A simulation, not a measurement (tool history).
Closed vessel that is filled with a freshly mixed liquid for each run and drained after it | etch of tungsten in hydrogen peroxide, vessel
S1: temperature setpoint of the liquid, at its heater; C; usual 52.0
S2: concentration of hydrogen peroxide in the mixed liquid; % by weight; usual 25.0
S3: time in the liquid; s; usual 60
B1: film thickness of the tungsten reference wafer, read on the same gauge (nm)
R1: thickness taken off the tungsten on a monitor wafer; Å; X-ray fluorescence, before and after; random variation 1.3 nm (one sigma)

{"run": 1, "hour": 0.0, "S1": 52.0, "S2": 22.5, "S3": 40, "B1": 140.0, "R1": 1255.5}
{"run": 2, "hour": 29.6, "S1": 52.0, "S2": 22.5, "S3": 40, "B1": 140.01, "R1": 1276.6}
{"run": 3, "hour": 75.3, "S1": 52.0, "S2": 25.0, "S3": 60, "B1": 140.01, "R1": 1990.6}
{"run": 4, "hour": 130.4, "S1": 52.0, "S2": 25.0, "S3": 60, "B1": 139.99, "R1": 1957.7}
{"hour": 188.6, "done": "gauge calibrated"}
{"run": 5, "hour": 191.8, "S1": 52.0, "S2": 25.0, "S3": 60, "B1": 139.99, "R1": 1949.9}
{"run": 6, "hour": 250.4, "S1": 52.0, "S2": 25.0, "S3": 60, "B1": 140.0, "R1": 1984.5}
{"run": 7, "hour": 312.4, "S1": 52.0, "S2": 25.0, "S3": 60, "B1": 140.0, "R1": 1949.1}
{"run": 8, "hour": 341.5, "S1": 52.0, "S2": 25.0, "S3": 55, "B1": 140.01, "R1": 1801.4}
{"hour": 373.3, "done": "new drum of peroxide connected"}
{"run": 9, "hour": 399.4, "S1": 52.0, "S2": 25.0, "S3": 55, "B1": 140.02, "R1": 1851.4}
{"run": 10, "hour": 430.6, "S1": 52.0, "S2": 25.0, "S3": 55, "B1": 140.01, "R1": 1879.4}
{"run": 11, "hour": 480.3, "S1": 52.0, "S2": 22.5, "S3": 60, "B1": 140.0, "R1": 1913.0}
{"hour": 545.4, "done": "peroxide flow meter replaced"}
{"run": 12, "hour": 551.0, "S1": 52.0, "S2": 19.0, "S3": 60, "B1": 140.0, "R1": 1797.1}
{"hour": 576.5, "done": "thermometer replaced"}
{"run": 13, "hour": 582.0, "S1": 52.0, "S2": 25.0, "S3": 75, "B1": 140.02, "R1": 2559.6}
{"run": 14, "hour": 645.7, "S1": 52.0, "S2": 29.5, "S3": 85, "B1": 140.01, "R1": 3137.8}
{"run": 15, "hour": 673.0, "S1": 54.5, "S2": 25.0, "S3": 75, "B1": 139.99, "R1": 2993.8}
{"run": 16, "hour": 805.4, "S1": 52.0, "S2": 27.5, "S3": 35, "B1": 139.99, "R1": 1231.1}
{"run": 17, "hour": 839.6, "S1": 45.5, "S2": 25.0, "S3": 40, "B1": 140.02, "R1": 893.4}
{"hour": 849.3, "done": "gauge calibrated"}
{"run": 18, "hour": 880.6, "S1": 60.0, "S2": 18.5, "S3": 40, "B1": 140.02, "R1": 1846.8}
{"run": 19, "hour": 926.4, "S1": 52.0, "S2": 25.0, "S3": 60, "B1": 139.97, "R1": 1999.0}
{"run": 20, "hour": 988.3, "S1": 52.0, "S2": 25.0, "S3": 60, "B1": 140.0, "R1": 1995.8}
{"run": 21, "hour": 1042.0, "S1": 49.0, "S2": 19.5, "S3": 30, "B1": 140.01, "R1": 737.4}
{"run": 22, "hour": 1066.1, "S1": 60.0, "S2": 18.5, "S3": 40, "B1": 139.97, "R1": 1822.9}
{"run": 23, "hour": 1091.3, "S1": 52.0, "S2": 25.0, "S3": 60, "B1": 140.0, "R1": 1980.2}

Forecast each of these 4 alternatives for the next run:
{"run": "A", "hour": 1092.0, "S1": 61.5, "S2": 25.0, "S3": 60, "B1": "?", "R1": "?"}
{"run": "B", "hour": 1092.0, "S1": 47.5, "S2": 30.0, "S3": 95, "B1": "?", "R1": "?"}
{"run": "C", "hour": 1092.0, "S1": 42.5, "S2": 30.0, "S3": 80, "B1": "?", "R1": "?"}
{"run": "D", "hour": 1092.0, "S1": 48.0, "S2": 25.0, "S3": 50, "B1": "?", "R1": "?"}

run=A B1=140.02 R1=3426.8
run=B B1=140.02 R1=2584.7
run=C B1=140.02 R1=1588.0
run=D B1=140.02 R1=1280.9
Without the tool's hidden state the same runs would have given:
run=A R1=3618.8
run=B R1=2729.5
run=C R1=1677.0
run=D R1=1352.7
